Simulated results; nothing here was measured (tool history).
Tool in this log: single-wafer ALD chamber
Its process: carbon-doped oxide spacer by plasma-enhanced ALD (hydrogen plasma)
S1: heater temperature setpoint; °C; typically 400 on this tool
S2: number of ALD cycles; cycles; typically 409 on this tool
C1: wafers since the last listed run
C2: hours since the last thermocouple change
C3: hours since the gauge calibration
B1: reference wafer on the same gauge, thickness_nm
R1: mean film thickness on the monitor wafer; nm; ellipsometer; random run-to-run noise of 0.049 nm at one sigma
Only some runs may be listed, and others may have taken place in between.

{"run": 1, "hour": 0.0, "S1": 400, "S2": 409, "C1": 0, "C2": 1495.4, "C3": 12, "B1": 17.262, "R1": 19.517}
{"run": 2, "hour": 78.0, "S1": 397, "S2": 376, "C1": 81, "C2": 1573.4, "C3": 90, "B1": 17.269, "R1": 17.984}
{"run": 3, "hour": 160.7, "S1": 397, "S2": 376, "C1": 85, "C2": 1656.1, "C3": 172.7, "B1": 17.277, "R1": 17.937}
{"run": 4, "hour": 228.8, "S1": 397, "S2": 376, "C1": 70, "C2": 1724.2, "C3": 240.8, "B1": 17.257, "R1": 17.919}
{"run": 5, "hour": 300.8, "S1": 400, "S2": 449, "C1": 74, "C2": 1796.2, "C3": 312.8, "B1": 17.247, "R1": 21.332}
{"run": 6, "hour": 343.7, "S1": 400, "S2": 449, "C1": 44, "C2": 1839.1, "C3": 355.7, "B1": 17.236, "R1": 21.482}
{"run": 7, "hour": 421.7, "S1": 400, "S2": 472, "C1": 81, "C2": 1917.1, "C3": 433.7, "B1": 17.225, "R1": 22.546}
{"run": 8, "hour": 479.9, "S1": 400, "S2": 472, "C1": 60, "C2": 1975.3, "C3": 491.9, "B1": 17.206, "R1": 22.354}
{"run": 9, "hour": 531.2, "S1": 400, "S2": 472, "C1": 53, "C2": 2026.6, "C3": 543.2, "B1": 17.2, "R1": 22.436}
{"run": 10, "hour": 622.8, "S1": 400, "S2": 409, "C1": 95, "C2": 2118.2, "C3": 634.8, "B1": 17.161, "R1": 19.4}
{"run": 11, "hour": 671.2, "S1": 389, "S2": 481, "C1": 50, "C2": 2166.6, "C3": 683.2, "B1": 17.142, "R1": 22.792}
{"run": 12, "hour": 762.7, "S1": 392, "S2": 409, "C1": 95, "C2": 2258.1, "C3": 774.7, "B1": 17.094, "R1": 19.355}
{"hour": 809.0, "done": "gauge calibrated"}
{"run": 13, "hour": 845.3, "S1": 391, "S2": 409, "C1": 85, "C2": 2340.7, "C3": 36.3, "B1": 17.267, "R1": 19.498}
{"run": 14, "hour": 909.0, "S1": 388, "S2": 409, "C1": 66, "C2": 2404.4, "C3": 100, "B1": 17.276, "R1": 19.529}
{"hour": 957.8, "done": "thermocouple changed; heater temperature recalibrated"}
{"run": 15, "hour": 1006.8, "S1": 388, "S2": 350, "C1": 93, "C2": 49, "C3": 197.8, "B1": 17.264, "R1": 16.72}
{"run": 16, "hour": 1054.9, "S1": 396, "S2": 377, "C1": 49, "C2": 97.1, "C3": 245.9, "B1": 17.252, "R1": 18.064}

Run 17 has not been measured yet. What should we expect?
{"run": 17, "hour": 1099.0, "S1": 400, "S2": 409, "C1": 45, "C2": 141.2, "C3": 290, "B1": "?", "R1": "?"}

B1: 17.256
R1: 19.478 nm
The same run, on a tool lacking any hidden state, would have yielded R1 19.532 nm.
